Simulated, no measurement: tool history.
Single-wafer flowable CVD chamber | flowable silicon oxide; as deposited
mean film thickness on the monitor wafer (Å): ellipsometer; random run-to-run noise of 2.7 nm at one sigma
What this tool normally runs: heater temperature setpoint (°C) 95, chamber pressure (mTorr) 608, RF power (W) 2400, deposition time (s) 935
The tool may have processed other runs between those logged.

run	day	heater temperature setpoint (°C)	chamber pressure (mTorr)	RF power (W)	deposition time (s)	read-back reference wafer on the same gauge, thickness_nm	mean film thickness on the monitor wafer (Å)
1	0.000	95	608	2745	790	453.338	3908.26
2	7.125	95	608	2745	790	453.145	3849.83
3	8.938	95	608	2400	935	453.168	4547.44
4	11.896	95	608	2515	935	452.668	4576.68
5	13.867	95	608	2275	935	452.665	4520.50
# day 16.500: gauge calibrated
6	16.754	95	608	2275	935	452.784	4524.41
7	18.500	95	608	2400	935	453.064	4597.69
8	20.938	105	608	2400	935	453.408	3418.75
9	23.429	105	608	2400	935	452.780	3401.65
# day 25.688: RF generator calibrated
10	25.825	95	608	2400	1022	452.930	5027.01
# day 26.379: showerhead replaced
11	28.579	95	608	2400	935	453.183	4548.64
# day 29.304: thermocouple changed; heater temperature recalibrated
# day 30.146: capacitance manometer re-zeroed and calibrated
12	30.696	88	561	1965	935	452.903	5100.23
13	31.812	91	608	2815	1044	452.990	5820.01
14	34.067	95	608	2155	935	452.597	4528.73
15	35.488	91	608	2400	935	452.791	5104.38
16	38.233	95	608	2400	935	452.643	4507.13
17	39.812	95	608	2400	935	453.777	4578.52
18	41.608	95	608	2115	850	452.141	4090.34
19	44.071	85	547	2195	1044	453.185	6152.60

Branching from run 19: 3 alternative next runs. What would each branch give?
A	44.100	95	608	2250	935	?	?
B	44.100	95	608	2195	1104	?	?
C	44.100	84	647	2860	1086	?	?

run	read-back reference wafer on the same gauge, thickness_nm	mean film thickness on the monitor wafer (Å)
A	453.058	4512.10
B	453.058	5314.11
C	453.058	7685.04
The same runs, with their run-to-run variation unchanged, on a tool lacking any hidden condition would have given:
run	mean film thickness on the monitor wafer (Å)
A	4512.10
B	5314.11
C	7685.04

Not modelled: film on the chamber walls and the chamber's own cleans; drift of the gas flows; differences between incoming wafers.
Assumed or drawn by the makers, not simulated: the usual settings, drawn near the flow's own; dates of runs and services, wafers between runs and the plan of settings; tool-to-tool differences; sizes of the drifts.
